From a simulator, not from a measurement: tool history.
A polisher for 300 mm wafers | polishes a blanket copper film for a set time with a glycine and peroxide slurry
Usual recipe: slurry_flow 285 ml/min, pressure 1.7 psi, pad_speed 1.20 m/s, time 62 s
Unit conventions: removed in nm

run	hour	slurry_flow	pressure	pad_speed	time	wafers since the last listed run	wafers polished on this pad	hours since the slurry nozzle was cleaned	hours since the head pressure was calibrated	incoming thickness of the incoming film, nm	removed
1	0.0	285	1.7	1.20	62	0	34	202.9	407.8	2188.8	193.5
2	6.4	285	1.7	1.20	62	43	78	209.3	414.2	2174.6	193.3
3	16.4	285	1.7	1.20	62	68	146	219.3	424.2	2206.4	193.0
4	24.6	285	1.7	1.20	62	55	202	227.5	432.4	2215.9	193.8
5	37.7	285	1.7	1.20	62	89	291	240.6	445.5	2231.8	193.3
6	53.2	285	1.7	0.98	62	105	397	256.1	461.0	2231.5	178.1
7	69.4	285	1.7	0.98	62	110	507	272.3	477.2	2180.1	176.5
# hour 71.9: slurry nozzle cleaned
# hour 74.2: worn pad replaced by a new one
# hour 76.7: head pressure recalibrated
8	80.8	285	1.7	0.98	62	41	31	8.9	4.1	2173.6	203.3
9	90.5	285	1.7	1.20	62	66	97	18.6	13.8	2184.5	222.8
10	101.3	285	1.7	1.20	62	73	171	29.4	24.6	2203.1	219.2
11	114.1	285	1.7	0.98	62	87	258	42.2	37.4	2211.2	196.2
12	121.1	285	1.7	1.20	81	47	306	49.2	44.4	2160.7	282.3
13	130.4	285	1.7	1.20	62	63	369	58.5	53.7	2196.8	211.6
# hour 150.2: worn pad replaced by a new one
14	150.7	315	1.7	1.60	46	111	3	78.8	74.0	2201.2	183.6
15	160.7	285	1.7	1.20	55	68	71	88.8	84.0	2212.7	185.9
16	170.1	285	2.2	1.20	77	64	135	98.2	93.4	2167.5	319.7
17	186.6	285	1.9	1.20	46	112	248	114.7	109.9	2227.7	166.5
18	201.7	195	1.7	1.20	62	102	351	129.8	125.0	2164.8	194.1
19	218.7	340	2.2	0.90	62	115	467	146.8	142.0	2194.4	223.5

4 options for the next run, each taken on its own from the tool as it stands now. Forecast them:
A	219.1	285	1.7	1.20	62	2	469	147.2	142.4	2231.4	?
B	219.1	285	2.0	1.20	71	2	469	147.2	142.4	2231.4	?
C	219.1	285	1.3	0.86	41	2	469	147.2	142.4	2231.4	?
D	219.1	285	1.3	1.20	47	2	469	147.2	142.4	2231.4	?

run	removed
A	202.5
B	263.1
C	96.7
D	126.0
With the hidden condition removed and each run's random variation left untouched, the same runs would have given:
run	removed
A	221.1
B	287.8
C	104.8
D	137.0
